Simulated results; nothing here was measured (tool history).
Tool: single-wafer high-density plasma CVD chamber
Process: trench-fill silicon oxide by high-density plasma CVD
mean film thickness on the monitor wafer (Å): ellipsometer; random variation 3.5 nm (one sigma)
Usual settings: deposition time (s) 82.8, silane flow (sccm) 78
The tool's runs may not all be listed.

| run | day | deposition time (s) | silane flow (sccm) | read-back reference wafer on the same gauge, thickness_nm | mean film thickness on the monitor wafer (Å) |
|---|---|---|---|---|---|
| 1 | 0 | 82.8 | 78 | 641.777 | 6355 |
| 2 | 0.725 | 82.8 | 78 | 641.852 | 6332.85 |
| 3 | 1.871 | 82.8 | 78 | 642.135 | 6320.83 |
| 4 | 5.092 | 82.8 | 78 | 644.538 | 6372.11 |
| 5 | 6.496 | 82.8 | 78 | 643.305 | 6355.48 |
| 6 | 7.242 | 70 | 78 | 645.254 | 5410.55 |
| 7 | 8.604 | 82.8 | 78 | 644.623 | 6374.48 |
| 8 | 9.838 | 82.8 | 78 | 646.568 | 6327.94 |
| 9 | 10.896 | 82.8 | 78 | 647.434 | 6400.7 |
| 10 | 11.95 | 86.3 | 78 | 647.376 | 6624.98 |
| 11 | 12.742 | 86.3 | 78 | 646.2 | 6615.31 |
| 12 | 13.7 | 82.8 | 78 | 646.393 | 6294.62 |
| 13 | 15.154 | 82.8 | 78 | 647.195 | 6338.58 |
| 14 | 16.412 | 82.8 | 78 | 646.427 | 6392.55 |
| 15 | 19.554 | 82.8 | 78 | 649.075 | 6381.25 |
| 16 | 20.15 | 82.8 | 78 | 649.736 | 6408.35 |
| 17 | 21.004 | 82.8 | 78 | 649.624 | 6463.88 |
| 18 | 22.321 | 82.8 | 78 | 650.141 | 6386.47 |
| 19 | 23.812 | 82.8 | 78 | 651.012 | 6400.75 |
| 20 | 24.538 | 82.8 | 78 | 651.635 | 6464.15 |
| 21 | 25.296 | 82.8 | 78 | 650.798 | 6424.84 |
| 22 | 26.4 | 82.8 | 78 | 651.931 | 6388.06 |
| 23 | 27.254 | 82.8 | 78 | 654.046 | 6413.14 |
| 24 | 28.467 | 88.6 | 67 | 651.579 | 5891.39 |
| 25 | 29.396 | 73.4 | 72 | 652.719 | 5332.03 |
| 26 | 29.946 | 82.8 | 73 | 652.214 | 6037.47 |
| 27 | 30.879 | 70.8 | 72 | 653.359 | 5076.61 |
|  | 31.638 | gauge calibrated |
| 28 | 32.258 | 91 | 89 | 635.472 | 7853.44 |
| 29 | 33.4 | 82.8 | 78 | 637.207 | 6216.52 |
| 30 | 34.55 | 75.6 | 64 | 637.448 | 4742.32 |
|  | 35.596 | silane flow controller replaced |
| 31 | 35.617 | 89.8 | 78 | 636.76 | 6914.9 |
| 32 | 36.112 | 82.8 | 78 | 637.084 | 6296.5 |
| 33 | 38.112 | 95 | 78 | 640.595 | 7246.11 |
| 34 | 39.275 | 87 | 70 | 640.412 | 5982.77 |
| 35 | 39.904 | 82.8 | 78 | 638.622 | 6269.18 |
| 36 | 40.538 | 82.8 | 78 | 637.677 | 6289.8 |
| 37 | 41.546 | 71.7 | 91 | 639.221 | 6361 |
| 38 | 42.925 | 70.2 | 93 | 640.384 | 6351.05 |
| 39 | 44.154 | 82.8 | 78 | 639.972 | 6319.08 |
| 40 | 44.675 | 93.9 | 78 | 641.732 | 7217.12 |
| 41 | 45.462 | 94.2 | 68 | 641.175 | 6284.07 |
| 42 | 46.388 | 93 | 91 | 641.577 | 8271.66 |
| 43 | 46.962 | 72.1 | 85 | 641.786 | 6011.54 |
| 44 | 48.146 | 82.8 | 78 | 642.317 | 6385.41 |
| 45 | 48.804 | 95.4 | 85 | 641.805 | 7959.13 |

Forecast each of these 3 alternatives for the next run:
| A | 48.821 | 90.7 | 78 | ? | ? |
| B | 48.821 | 67.6 | 78 | ? | ? |
| C | 48.821 | 98 | 78 | ? | ? |

| run | read-back reference wafer on the same gauge, thickness_nm | mean film thickness on the monitor wafer (Å) |
|---|---|---|
| A | 642.711 | 6959.65 |
| B | 642.711 | 5187.12 |
| C | 642.711 | 7519.79 |
Without the tool's hidden state the same runs would have given:
| run | mean film thickness on the monitor wafer (Å) |
|---|---|
| A | 6885.39 |
| B | 5131.78 |
| C | 7439.56 |
